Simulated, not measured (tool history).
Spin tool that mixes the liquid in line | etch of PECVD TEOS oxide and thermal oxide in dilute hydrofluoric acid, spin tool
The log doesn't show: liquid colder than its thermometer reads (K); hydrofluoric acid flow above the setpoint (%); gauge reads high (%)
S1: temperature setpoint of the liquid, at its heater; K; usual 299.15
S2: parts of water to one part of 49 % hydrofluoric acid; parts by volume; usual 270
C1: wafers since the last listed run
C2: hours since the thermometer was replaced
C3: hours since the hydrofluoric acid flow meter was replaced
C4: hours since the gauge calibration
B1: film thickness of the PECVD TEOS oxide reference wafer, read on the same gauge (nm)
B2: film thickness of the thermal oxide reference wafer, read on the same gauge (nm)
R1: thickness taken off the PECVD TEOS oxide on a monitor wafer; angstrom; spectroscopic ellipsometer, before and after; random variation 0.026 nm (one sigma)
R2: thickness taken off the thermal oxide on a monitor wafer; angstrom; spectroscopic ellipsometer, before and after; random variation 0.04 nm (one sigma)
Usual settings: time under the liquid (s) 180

{"run": 1, "hour": 0.0, "S1": 299.15, "S2": 270, "time under the liquid (s)": 180, "C1": 0, "C2": 1988.3, "C3": 1292.8, "C4": 954.0, "B1": 49.97, "B2": 50.003, "R1": 50.3, "R2": 28.4}
{"run": 2, "hour": 193.8, "S1": 299.15, "S2": 270, "time under the liquid (s)": 150, "C1": 2016, "C2": 2182.1, "C3": 1486.6, "C4": 1147.8, "B1": 50.05, "B2": 50.006, "R1": 42.0, "R2": 23.46}
{"run": 3, "hour": 226.2, "S1": 302.15, "S2": 270, "time under the liquid (s)": 180, "C1": 337, "C2": 2214.5, "C3": 1519.0, "C4": 1180.2, "B1": 49.99, "B2": 50.01, "R1": 55.7, "R2": 31.23}
{"run": 4, "hour": 284.5, "S1": 302.15, "S2": 270, "time under the liquid (s)": 180, "C1": 606, "C2": 2272.8, "C3": 1577.3, "C4": 1238.5, "B1": 49.97, "B2": 49.997, "R1": 55.6, "R2": 31.98}
{"run": 5, "hour": 340.5, "S1": 302.15, "S2": 270, "time under the liquid (s)": 180, "C1": 582, "C2": 2328.8, "C3": 1633.3, "C4": 1294.5, "B1": 49.98, "B2": 50.001, "R1": 56.0, "R2": 31.93}
{"hour": 349.5, "done": "gauge calibrated"}
{"run": 6, "hour": 422.7, "S1": 299.15, "S2": 355, "time under the liquid (s)": 180, "C1": 855, "C2": 2411.0, "C3": 1715.5, "C4": 73.2, "B1": 49.96, "B2": 49.993, "R1": 35.0, "R2": 19.87}
{"run": 7, "hour": 491.6, "S1": 299.15, "S2": 335, "time under the liquid (s)": 180, "C1": 716, "C2": 2479.9, "C3": 1784.4, "C4": 142.1, "B1": 50.0, "B2": 50.016, "R1": 38.2, "R2": 21.59}
{"run": 8, "hour": 522.2, "S1": 302.65, "S2": 225, "time under the liquid (s)": 270, "C1": 318, "C2": 2510.5, "C3": 1815.0, "C4": 172.7, "B1": 50.01, "B2": 49.982, "R1": 106.5, "R2": 61.27}
{"run": 9, "hour": 591.2, "S1": 302.15, "S2": 270, "time under the liquid (s)": 180, "C1": 717, "C2": 2579.5, "C3": 1884.0, "C4": 241.7, "B1": 50.03, "B2": 49.97, "R1": 56.0, "R2": 30.86}
{"hour": 595.9, "done": "hydrofluoric acid flow meter replaced"}
{"hour": 643.3, "done": "thermometer replaced"}
{"run": 10, "hour": 644.2, "S1": 299.15, "S2": 200, "time under the liquid (s)": 180, "C1": 530, "C2": 0.9, "C3": 48.3, "C4": 294.7, "B1": 50.03, "B2": 50.045, "R1": 74.9, "R2": 41.65}
{"run": 11, "hour": 674.6, "S1": 299.15, "S2": 155, "time under the liquid (s)": 180, "C1": 316, "C2": 31.3, "C3": 78.7, "C4": 325.1, "B1": 50.03, "B2": 49.984, "R1": 103.0, "R2": 59.28}
{"run": 12, "hour": 723.6, "S1": 299.15, "S2": 270, "time under the liquid (s)": 180, "C1": 509, "C2": 80.3, "C3": 127.7, "C4": 374.1, "B1": 49.97, "B2": 49.959, "R1": 51.8, "R2": 28.69}
{"run": 13, "hour": 793.8, "S1": 299.15, "S2": 270, "time under the liquid (s)": 180, "C1": 730, "C2": 150.5, "C3": 197.9, "C4": 444.3, "B1": 50.03, "B2": 49.999, "R1": 51.9, "R2": 29.18}
{"run": 14, "hour": 853.0, "S1": 299.15, "S2": 270, "time under the liquid (s)": 180, "C1": 615, "C2": 209.7, "C3": 257.1, "C4": 503.5, "B1": 50.0, "B2": 49.994, "R1": 51.9, "R2": 29.3}
{"run": 15, "hour": 916.4, "S1": 299.15, "S2": 270, "time under the liquid (s)": 180, "C1": 659, "C2": 273.1, "C3": 320.5, "C4": 566.9, "B1": 50.01, "B2": 49.999, "R1": 51.5, "R2": 29.2}
{"run": 16, "hour": 969.7, "S1": 295.15, "S2": 355, "time under the liquid (s)": 220, "C1": 554, "C2": 326.4, "C3": 373.8, "C4": 620.2, "B1": 50.0, "B2": 49.978, "R1": 38.6, "R2": 21.54}
{"run": 17, "hour": 1156.2, "S1": 295.15, "S2": 170, "time under the liquid (s)": 115, "C1": 1940, "C2": 512.9, "C3": 560.3, "C4": 806.7, "B1": 50.02, "B2": 50.004, "R1": 50.1, "R2": 28.63}
{"run": 18, "hour": 1186.0, "S1": 299.15, "S2": 270, "time under the liquid (s)": 180, "C1": 310, "C2": 542.7, "C3": 590.1, "C4": 836.5, "B1": 50.03, "B2": 50.025, "R1": 51.5, "R2": 28.73}
{"run": 19, "hour": 1228.3, "S1": 299.15, "S2": 175, "time under the liquid (s)": 180, "C1": 440, "C2": 585.0, "C3": 632.4, "C4": 878.8, "B1": 50.03, "B2": 49.985, "R1": 88.0, "R2": 49.58}
{"run": 20, "hour": 1328.3, "S1": 303.65, "S2": 165, "time under the liquid (s)": 70, "C1": 1040, "C2": 685.0, "C3": 732.4, "C4": 978.8, "B1": 50.02, "B2": 50.032, "R1": 43.5, "R2": 25.15}
{"run": 21, "hour": 1394.2, "S1": 299.15, "S2": 180, "time under the liquid (s)": 120, "C1": 685, "C2": 750.9, "C3": 798.3, "C4": 1044.7, "B1": 50.02, "B2": 50.0, "R1": 57.1, "R2": 32.89}
{"run": 22, "hour": 1430.4, "S1": 295.15, "S2": 270, "time under the liquid (s)": 265, "C1": 376, "C2": 787.1, "C3": 834.5, "C4": 1080.9, "B1": 50.04, "B2": 50.005, "R1": 65.8, "R2": 36.26}
{"run": 23, "hour": 1459.9, "S1": 299.15, "S2": 270, "time under the liquid (s)": 255, "C1": 306, "C2": 816.6, "C3": 864.0, "C4": 1110.4, "B1": 50.0, "B2": 49.977, "R1": 73.6, "R2": 40.8}
{"run": 24, "hour": 1513.9, "S1": 295.15, "S2": 270, "time under the liquid (s)": 180, "C1": 561, "C2": 870.6, "C3": 918.0, "C4": 1164.4, "B1": 49.99, "B2": 50.006, "R1": 44.5, "R2": 25.65}
{"run": 25, "hour": 1579.5, "S1": 295.15, "S2": 155, "time under the liquid (s)": 285, "C1": 682, "C2": 936.2, "C3": 983.6, "C4": 1230.0, "B1": 50.0, "B2": 50.028, "R1": 138.1, "R2": 78.2}
{"run": 26, "hour": 1610.9, "S1": 299.15, "S2": 350, "time under the liquid (s)": 275, "C1": 326, "C2": 967.6, "C3": 1015.0, "C4": 1261.4, "B1": 49.99, "B2": 49.968, "R1": 56.8, "R2": 32.2}
{"run": 27, "hour": 1667.3, "S1": 299.15, "S2": 270, "time under the liquid (s)": 180, "C1": 586, "C2": 1024.0, "C3": 1071.4, "C4": 1317.8, "B1": 50.02, "B2": 50.033, "R1": 52.2, "R2": 29.6}

3 ways to go on from here, each from the tool as it stands after run 27. What would each give?
{"run": "A", "hour": 1667.8, "S1": 299.15, "S2": 270, "time under the liquid (s)": 105, "C1": 5, "C2": 1024.5, "C3": 1071.9, "C4": 1318.3, "B1": "?", "B2": "?", "R1": "?", "R2": "?"}
{"run": "B", "hour": 1667.8, "S1": 301.15, "S2": 270, "time under the liquid (s)": 180, "C1": 5, "C2": 1024.5, "C3": 1071.9, "C4": 1318.3, "B1": "?", "B2": "?", "R1": "?", "R2": "?"}
{"run": "C", "hour": 1667.8, "S1": 301.65, "S2": 150, "time under the liquid (s)": 180, "C1": 5, "C2": 1024.5, "C3": 1071.9, "C4": 1318.3, "B1": "?", "B2": "?", "R1": "?", "R2": "?"}

run=A B1=50.00 B2=49.950 R1=30.1 R2=17.07
run=B B1=50.00 B2=49.950 R1=55.3 R2=31.36
run=C B1=50.00 B2=49.950 R1=115.8 R2=65.73
Without the tool's hidden state the same runs would have given:
run=A R1=29.7 R2=16.87
run=B R1=54.6 R2=30.96
run=C R1=115.0 R2=65.27
